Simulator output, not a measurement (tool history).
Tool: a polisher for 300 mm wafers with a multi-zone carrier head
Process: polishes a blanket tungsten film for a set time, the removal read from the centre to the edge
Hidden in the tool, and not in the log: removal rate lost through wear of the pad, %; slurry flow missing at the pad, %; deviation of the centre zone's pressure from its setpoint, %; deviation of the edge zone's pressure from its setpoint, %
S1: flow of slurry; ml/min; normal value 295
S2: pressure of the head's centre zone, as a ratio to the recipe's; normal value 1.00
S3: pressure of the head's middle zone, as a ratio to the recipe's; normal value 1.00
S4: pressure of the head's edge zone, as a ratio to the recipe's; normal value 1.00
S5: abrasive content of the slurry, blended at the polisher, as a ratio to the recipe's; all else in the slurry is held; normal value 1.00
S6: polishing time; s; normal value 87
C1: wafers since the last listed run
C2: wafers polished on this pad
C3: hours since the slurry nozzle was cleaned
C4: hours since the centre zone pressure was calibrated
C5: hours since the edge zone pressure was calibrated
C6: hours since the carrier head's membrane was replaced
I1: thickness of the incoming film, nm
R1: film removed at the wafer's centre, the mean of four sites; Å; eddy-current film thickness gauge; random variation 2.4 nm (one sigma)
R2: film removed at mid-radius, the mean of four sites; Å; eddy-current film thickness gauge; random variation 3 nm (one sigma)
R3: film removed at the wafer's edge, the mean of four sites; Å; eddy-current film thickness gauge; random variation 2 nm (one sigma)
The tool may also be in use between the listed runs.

run,hour,S1,S2,S3,S4,S5,S6,C1,C2,C3,C4,C5,C6,I1,R1,R2,R3
1,0.0,295,1.00,1.00,1.00,1.00,87,0,940,285.1,1149.4,123.1,715.5,1299.0,2522,2616,2601
# hour 39.1: carrier head's membrane replaced by a new one
2,51.7,295,1.00,1.00,1.00,1.00,87,531,1471,336.8,1201.1,174.8,12.6,1295.3,2477,2624,2609
# hour 63.7: centre zone pressure recalibrated
3,90.2,295,1.00,1.00,1.00,1.00,87,415,1886,375.3,26.5,213.3,51.1,1275.2,2490,2540,2564
4,132.2,295,1.00,1.00,1.00,1.00,94,477,2363,417.3,68.5,255.3,93.1,1292.7,2713,2823,2829
5,162.3,295,1.00,1.00,1.00,1.00,94,342,2706,447.4,98.6,285.4,123.2,1265.5,2668,2806,2774
6,188.0,295,1.05,1.00,1.00,1.30,97,292,2998,473.1,124.3,311.1,148.9,1308.1,3060,2980,3059
# hour 193.8: worn pad replaced by a new one
7,257.6,295,1.00,1.00,1.00,1.00,87,746,725,542.7,193.9,380.7,218.5,1294.0,2488,2582,2590
# hour 282.7: slurry nozzle cleaned
8,301.3,255,1.08,1.00,1.00,1.00,87,485,1210,18.6,237.6,424.4,262.2,1265.7,2663,2537,2563
9,340.3,295,1.05,1.11,1.00,1.15,87,443,1654,57.6,276.6,463.4,301.2,1265.4,2761,2905,2639
10,381.6,295,1.00,1.00,1.00,1.00,87,469,2123,98.9,317.9,504.7,342.5,1292.6,2471,2590,2576
11,451.4,295,1.00,0.89,1.00,1.00,87,793,2917,168.7,387.7,574.5,412.3,1270.5,2537,2349,2596
12,480.2,295,1.00,1.11,1.00,1.00,106,327,3245,197.5,416.5,603.3,441.1,1308.1,3060,3469,3152
13,506.3,295,1.00,1.00,1.00,1.00,87,296,3541,223.6,442.6,629.4,467.2,1255.5,2537,2576,2618
14,546.5,295,1.05,1.00,1.00,1.30,97,457,3999,263.8,482.8,669.6,507.4,1295.3,3052,3016,2991
# hour 563.6: worn pad replaced by a new one
15,586.2,295,1.00,1.10,1.00,1.10,87,405,257,303.5,522.5,709.3,547.1,1284.5,2595,2898,2678
16,646.6,295,1.00,1.00,1.00,1.25,69,686,944,363.9,582.9,769.7,607.5,1300.1,2122,2117,2154
17,684.6,295,1.00,1.00,1.00,1.00,87,432,1376,401.9,620.9,807.7,645.5,1283.1,2537,2608,2562
# hour 830.7: slurry nozzle cleaned
18,841.4,200,1.00,1.00,1.05,1.00,87,1771,3147,10.7,777.7,964.5,802.3,1262.2,2340,2442,2546
# hour 865.3: worn pad replaced by a new one
19,865.7,235,0.96,0.94,1.00,1.00,97,230,5,35.0,802.0,988.8,826.6,1291.4,2591,2618,2802
# hour 872.2: carrier head's membrane replaced by a new one
20,921.4,295,1.00,1.00,1.00,1.00,87,576,581,90.7,857.7,1044.5,49.2,1297.1,2504,2508,2546
21,957.4,295,1.00,1.00,1.00,1.00,87,409,991,126.7,893.7,1080.5,85.2,1267.2,2487,2560,2605
22,988.5,295,0.89,1.00,1.05,1.00,87,353,1344,157.8,924.8,1111.6,116.3,1289.1,2244,2503,2648

The tool's hidden state at each run:
removal rate lost through wear of the pad, %: 0, the same for each run
slurry flow missing at the pad, %: 0, the same for each run
deviation of the centre zone's pressure from its setpoint, %: 0, the same for each run
deviation of the edge zone's pressure from its setpoint, %: 0, the same for each run
